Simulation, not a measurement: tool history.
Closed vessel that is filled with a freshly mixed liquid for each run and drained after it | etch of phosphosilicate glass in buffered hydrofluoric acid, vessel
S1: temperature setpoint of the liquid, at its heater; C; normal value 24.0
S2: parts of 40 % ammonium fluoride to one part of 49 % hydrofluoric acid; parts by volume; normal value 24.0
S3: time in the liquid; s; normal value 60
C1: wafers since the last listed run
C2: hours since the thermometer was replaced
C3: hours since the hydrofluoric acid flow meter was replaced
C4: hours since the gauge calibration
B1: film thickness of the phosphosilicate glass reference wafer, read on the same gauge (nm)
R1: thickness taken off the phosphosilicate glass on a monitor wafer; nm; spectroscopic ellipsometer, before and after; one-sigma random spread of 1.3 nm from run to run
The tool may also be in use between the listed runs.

run   hour    S1    S2  S3    C1      C2      C3     C4      B1      R1
  1    0.0  24.0  24.0  60     0  1950.0  2053.6  307.7  140.05  168.27
  2   14.4  23.0  24.0  75  1267  1964.4  2068.0  322.1  140.01  197.54
  3   50.3  23.0  24.0  75  3159  2000.3  2103.9  358.0  140.02  203.10
  4   82.6  25.0  24.0  60  2842  2032.6  2136.2  390.3  140.02  178.47
  5  112.6  25.0  24.0  60  2640  2062.6  2166.2  420.3  139.93  178.43
  6  129.5  24.0  24.0  35  1487  2079.5  2183.1  437.2  139.95   99.58
  7  144.7  24.0  24.0  35  1337  2094.7  2198.3  452.4  140.04   99.76
  8  175.9  24.0  24.0  35  2745  2125.9  2229.5  483.6  140.04  100.85
  9  189.2  24.0  24.0  70  1170  2139.2  2242.8  496.9  140.04  199.63
 10  212.2  24.0  24.0  70  2024  2162.2  2265.8  519.9  139.97  200.92
 11  234.6  24.0  18.5  60  1971  2184.6  2288.2  542.3  140.00  211.29
 12  254.3  24.0  18.5  60  1733  2204.3  2307.9  562.0  139.98  211.89
     275.8  -- gauge calibrated
     281.9  -- thermometer replaced
 13  282.4  24.0  24.0  60  2384     0.5  2336.0    6.6  140.04  152.05
 14  304.4  24.0  24.0  60  1936    22.5  2358.0   28.6  140.07  154.57
 15  324.5  26.0  24.0  60  1768    42.6  2378.1   48.7  140.00  171.27
 16  344.5  19.5  30.0  60  1760    62.6  2398.1   68.7  140.01  103.57
 17  365.7  28.5  16.0  85  1865    83.8  2419.3   89.9  139.95  394.31
 18  392.6  24.0  24.0  60  2367   110.7  2446.2  116.8  140.01  156.35
 19  420.3  25.5  24.0  80  2437   138.4  2473.9  144.5  139.97  222.43
 20  454.4  26.0  17.5  70  3000   172.5  2508.0  178.6  140.03  256.55
 21  484.4  22.5  30.0  45  2640   202.5  2538.0  208.6  140.00   92.56
 22  507.5  28.5  30.0  50  2032   225.6  2561.1  231.7  140.04  141.38
 23  535.0  27.0  29.0  35  2420   253.1  2588.6  259.2  140.00   94.31
     536.1  -- hydrofluoric acid flow meter replaced
 24  555.8  24.0  24.0  75  1742   273.9    19.7  280.0  140.00  194.53
 25  582.4  24.0  24.0  60  2340   300.5    46.3  306.6  139.95  156.59
 26  610.3  28.0  21.0  70  2455   328.4    74.2  334.5  140.03  249.52
 27  625.2  21.5  21.0  30  1311   343.3    89.1  349.4  139.98   74.68
 28  642.2  20.0  30.0  35  1496   360.3   106.1  366.4  140.04   61.87
 29  670.8  20.0  30.0  40  2516   388.9   134.7  395.0  139.95   71.39
 30  691.5  26.5  29.0  60  1821   409.6   155.4  415.7  139.99  158.24
 31  710.9  24.0  24.0  60  1707   429.0   174.8  435.1  140.00  155.47
 32  724.6  19.5  21.5  80  1205   442.7   188.5  448.8  139.96  178.94

Below are 4 alternative next runs, each starting from the tool's condition after run 32. Predict each:
  A  725.3  24.0  24.0  60  61  443.4  189.2  449.5   ?   ?
  B  725.3  24.0  18.5  35  61  443.4  189.2  449.5   ?   ?
  C  725.3  21.0  24.0  60  61  443.4  189.2  449.5   ?   ?
  D  725.3  20.0  24.0  60  61  443.4  189.2  449.5   ?   ?

run      B1      R1
  A  140.01  156.63
  B  140.01  111.85
  C  140.01  132.75
  D  140.01  125.54
Stripped of hidden state, with their random variation kept, the same runs would have yielded:
run      R1
  A  151.16
  B  107.95
  C  128.02
  D  121.04

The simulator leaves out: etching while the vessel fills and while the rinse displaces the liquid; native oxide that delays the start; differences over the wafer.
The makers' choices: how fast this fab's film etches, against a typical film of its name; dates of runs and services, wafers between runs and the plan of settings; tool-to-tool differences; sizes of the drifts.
